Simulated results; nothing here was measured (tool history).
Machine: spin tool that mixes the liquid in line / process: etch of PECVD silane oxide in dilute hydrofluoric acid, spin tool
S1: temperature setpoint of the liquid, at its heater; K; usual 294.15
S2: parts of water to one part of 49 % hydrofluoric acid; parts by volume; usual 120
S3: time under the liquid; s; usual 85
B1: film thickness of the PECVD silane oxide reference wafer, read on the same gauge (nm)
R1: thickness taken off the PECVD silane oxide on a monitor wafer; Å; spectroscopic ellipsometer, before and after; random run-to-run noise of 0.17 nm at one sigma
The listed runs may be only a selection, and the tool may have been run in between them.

run 1 day=0 | S1=294.15 S2=120 S3=85 | B1=119.99 | R1=222.9
run 2 day=1.408 | S1=296.15 S2=120 S3=85 | B1=119.99 | R1=241.7
run 3 day=4.396 | S1=296.15 S2=120 S3=85 | B1=119.98 | R1=238.7
-- day=5.046 gauge calibrated
run 4 day=6.179 | S1=296.15 S2=120 S3=85 | B1=120 | R1=240.9
run 5 day=7.958 | S1=294.15 S2=145 S3=85 | B1=119.96 | R1=177.7
run 6 day=9.138 | S1=294.15 S2=145 S3=85 | B1=120.01 | R1=176
run 7 day=10.221 | S1=294.15 S2=145 S3=85 | B1=119.98 | R1=176.1
run 8 day=12.471 | S1=294.15 S2=120 S3=85 | B1=119.98 | R1=218.4
run 9 day=14.842 | S1=294.15 S2=120 S3=85 | B1=120.03 | R1=218.9
run 10 day=16.596 | S1=298.65 S2=160 S3=60 | B1=120.03 | R1=129.6
run 11 day=18.179 | S1=290.65 S2=140 S3=85 | B1=120.01 | R1=156.8
-- day=18.35 hydrofluoric acid flow meter replaced
run 12 day=20.233 | S1=290.15 S2=145 S3=85 | B1=120.02 | R1=148.3
run 13 day=22.858 | S1=294.15 S2=180 S3=85 | B1=119.95 | R1=134.9
-- day=24.767 gauge calibrated
run 14 day=24.975 | S1=294.15 S2=70 S3=85 | B1=120 | R1=390.8
-- day=26.388 thermometer replaced
run 15 day=27.946 | S1=294.15 S2=120 S3=85 | B1=119.97 | R1=228.2
run 16 day=30.246 | S1=294.15 S2=120 S3=85 | B1=119.95 | R1=227.3
run 17 day=32.217 | S1=294.15 S2=155 S3=60 | B1=119.97 | R1=118.4
run 18 day=33.467 | S1=297.65 S2=120 S3=100 | B1=120.02 | R1=301.8
run 19 day=34.821 | S1=294.15 S2=120 S3=50 | B1=120 | R1=131.2

Predict each of these 5 candidate next runs independently; none follows another, all start after run 19:
run A day=34.838 | S1=294.15 S2=120 S3=85 | B1=? | R1=?
run B day=34.838 | S1=297.65 S2=120 S3=85 | B1=? | R1=?
run C day=34.838 | S1=295.65 S2=120 S3=100 | B1=? | R1=?
run D day=34.838 | S1=292.15 S2=120 S3=85 | B1=? | R1=?
run E day=34.838 | S1=294.15 S2=120 S3=125 | B1=? | R1=?

run=A B1=119.99 R1=223.6
run=B B1=119.99 R1=256.8
run=C B1=119.99 R1=279.3
run=D B1=119.99 R1=206.1
run=E B1=119.99 R1=328.8
What these runs would have given with no unlogged condition in the tool:
run=A R1=226.7
run=B R1=260.4
run=C R1=283.2
run=D R1=209.1
run=E R1=333.4
